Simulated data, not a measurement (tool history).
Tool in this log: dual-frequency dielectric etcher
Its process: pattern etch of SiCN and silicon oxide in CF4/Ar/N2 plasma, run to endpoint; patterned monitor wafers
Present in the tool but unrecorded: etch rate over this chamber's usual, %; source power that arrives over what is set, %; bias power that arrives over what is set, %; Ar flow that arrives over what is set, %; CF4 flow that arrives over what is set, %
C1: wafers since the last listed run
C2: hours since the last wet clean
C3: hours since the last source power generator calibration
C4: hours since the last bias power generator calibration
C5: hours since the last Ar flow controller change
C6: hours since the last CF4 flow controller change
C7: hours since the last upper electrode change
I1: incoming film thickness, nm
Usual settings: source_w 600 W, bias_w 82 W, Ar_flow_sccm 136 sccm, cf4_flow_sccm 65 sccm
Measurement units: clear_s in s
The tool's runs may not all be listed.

{"run": 1, "day": 0.0, "source_w": 600, "bias_w": 82, "Ar_flow_sccm": 136, "cf4_flow_sccm": 65, "C1": 0, "C2": 468.7, "C3": 4668.3, "C4": 4869.2, "C5": 1445.3, "C6": 4250.1, "C7": 4256.0, "I1": 15.71, "clear_s": 15.0}
{"run": 2, "day": 0.983, "source_w": 600, "bias_w": 82, "Ar_flow_sccm": 136, "cf4_flow_sccm": 65, "C1": 472, "C2": 492.3, "C3": 4691.9, "C4": 4892.8, "C5": 1468.9, "C6": 4273.7, "C7": 4279.6, "I1": 15.65, "clear_s": 14.7}
{"run": 3, "day": 1.679, "source_w": 600, "bias_w": 82, "Ar_flow_sccm": 136, "cf4_flow_sccm": 65, "C1": 334, "C2": 509.0, "C3": 4708.6, "C4": 4909.5, "C5": 1485.6, "C6": 4290.4, "C7": 4296.3, "I1": 15.66, "clear_s": 14.9}
{"run": 4, "day": 2.767, "source_w": 600, "bias_w": 82, "Ar_flow_sccm": 136, "cf4_flow_sccm": 65, "C1": 522, "C2": 535.1, "C3": 4734.7, "C4": 4935.6, "C5": 1511.7, "C6": 4316.5, "C7": 4322.4, "I1": 15.7, "clear_s": 14.8}
{"run": 5, "day": 3.883, "source_w": 600, "bias_w": 82, "Ar_flow_sccm": 136, "cf4_flow_sccm": 65, "C1": 536, "C2": 561.9, "C3": 4761.5, "C4": 4962.4, "C5": 1538.5, "C6": 4343.3, "C7": 4349.2, "I1": 15.66, "clear_s": 14.8}
{"run": 6, "day": 4.442, "source_w": 600, "bias_w": 82, "Ar_flow_sccm": 136, "cf4_flow_sccm": 65, "C1": 268, "C2": 575.3, "C3": 4774.9, "C4": 4975.8, "C5": 1551.9, "C6": 4356.7, "C7": 4362.6, "I1": 15.73, "clear_s": 14.8}
{"day": 5.675, "done": "bias power generator calibrated"}
{"run": 7, "day": 5.808, "source_w": 600, "bias_w": 82, "Ar_flow_sccm": 136, "cf4_flow_sccm": 65, "C1": 576, "C2": 608.1, "C3": 4807.7, "C4": 3.2, "C5": 1584.7, "C6": 4389.5, "C7": 4395.4, "I1": 15.68, "clear_s": 14.6}
{"day": 6.379, "done": "source power generator calibrated"}
{"day": 6.633, "done": "Ar flow controller replaced"}
{"run": 8, "day": 6.683, "source_w": 600, "bias_w": 97, "Ar_flow_sccm": 112, "cf4_flow_sccm": 65, "C1": 220, "C2": 629.1, "C3": 7.3, "C4": 24.2, "C5": 1.2, "C6": 4410.5, "C7": 4416.4, "I1": 15.56, "clear_s": 13.4}
{"day": 7.775, "done": "upper electrode replaced"}
{"run": 9, "day": 8.367, "source_w": 600, "bias_w": 82, "Ar_flow_sccm": 136, "cf4_flow_sccm": 65, "C1": 328, "C2": 669.5, "C3": 47.7, "C4": 64.6, "C5": 41.6, "C6": 4450.9, "C7": 14.2, "I1": 16.01, "clear_s": 15.0}
{"run": 10, "day": 9.533, "source_w": 600, "bias_w": 82, "Ar_flow_sccm": 136, "cf4_flow_sccm": 70, "C1": 560, "C2": 697.5, "C3": 75.7, "C4": 92.6, "C5": 69.6, "C6": 4478.9, "C7": 42.2, "I1": 15.63, "clear_s": 14.4}
{"day": 11.108, "done": "wet clean of the chamber"}
{"run": 11, "day": 11.129, "source_w": 600, "bias_w": 82, "Ar_flow_sccm": 136, "cf4_flow_sccm": 65, "C1": 286, "C2": 0.5, "C3": 114.0, "C4": 130.9, "C5": 107.9, "C6": 4517.2, "C7": 80.5, "I1": 15.74, "clear_s": 15.5}
{"run": 12, "day": 11.362, "source_w": 600, "bias_w": 90, "Ar_flow_sccm": 136, "cf4_flow_sccm": 76, "C1": 112, "C2": 6.1, "C3": 119.6, "C4": 136.5, "C5": 113.5, "C6": 4522.8, "C7": 86.1, "I1": 15.66, "clear_s": 14.5}
{"run": 13, "day": 12.262, "source_w": 600, "bias_w": 65, "Ar_flow_sccm": 136, "cf4_flow_sccm": 65, "C1": 432, "C2": 27.7, "C3": 141.2, "C4": 158.1, "C5": 135.1, "C6": 4544.4, "C7": 107.7, "I1": 15.7, "clear_s": 17.1}
{"day": 13.262, "done": "CF4 flow controller replaced"}
{"run": 14, "day": 16.629, "source_w": 480, "bias_w": 68, "Ar_flow_sccm": 146, "cf4_flow_sccm": 56, "C1": 1979, "C2": 132.5, "C3": 246.0, "C4": 262.9, "C5": 239.9, "C6": 80.8, "C7": 212.5, "I1": 15.67, "clear_s": 20.6}
{"run": 15, "day": 18.1, "source_w": 690, "bias_w": 82, "Ar_flow_sccm": 136, "cf4_flow_sccm": 73, "C1": 707, "C2": 167.8, "C3": 281.3, "C4": 298.2, "C5": 275.2, "C6": 116.1, "C7": 247.8, "I1": 15.73, "clear_s": 13.3}

Hidden state or all else? Some run-to-run changes of clear_s, split into what the settings, what came in and random variation would give without the hidden state, and what is left for the hidden state (with any gauge scatter that isn't in both results):
Run 10 -> 11: cf4_flow_sccm 70 -> 65, wet clean of the chamber. clear_s +1.1 s: hidden state +0.8, all else +0.3.
Run 14 -> 15: source_w 480 -> 690, bias_w 68 -> 82, Ar_flow_sccm 146 -> 136, cf4_flow_sccm 56 -> 73. clear_s -7.3 s: hidden state +0.0, all else -7.3.

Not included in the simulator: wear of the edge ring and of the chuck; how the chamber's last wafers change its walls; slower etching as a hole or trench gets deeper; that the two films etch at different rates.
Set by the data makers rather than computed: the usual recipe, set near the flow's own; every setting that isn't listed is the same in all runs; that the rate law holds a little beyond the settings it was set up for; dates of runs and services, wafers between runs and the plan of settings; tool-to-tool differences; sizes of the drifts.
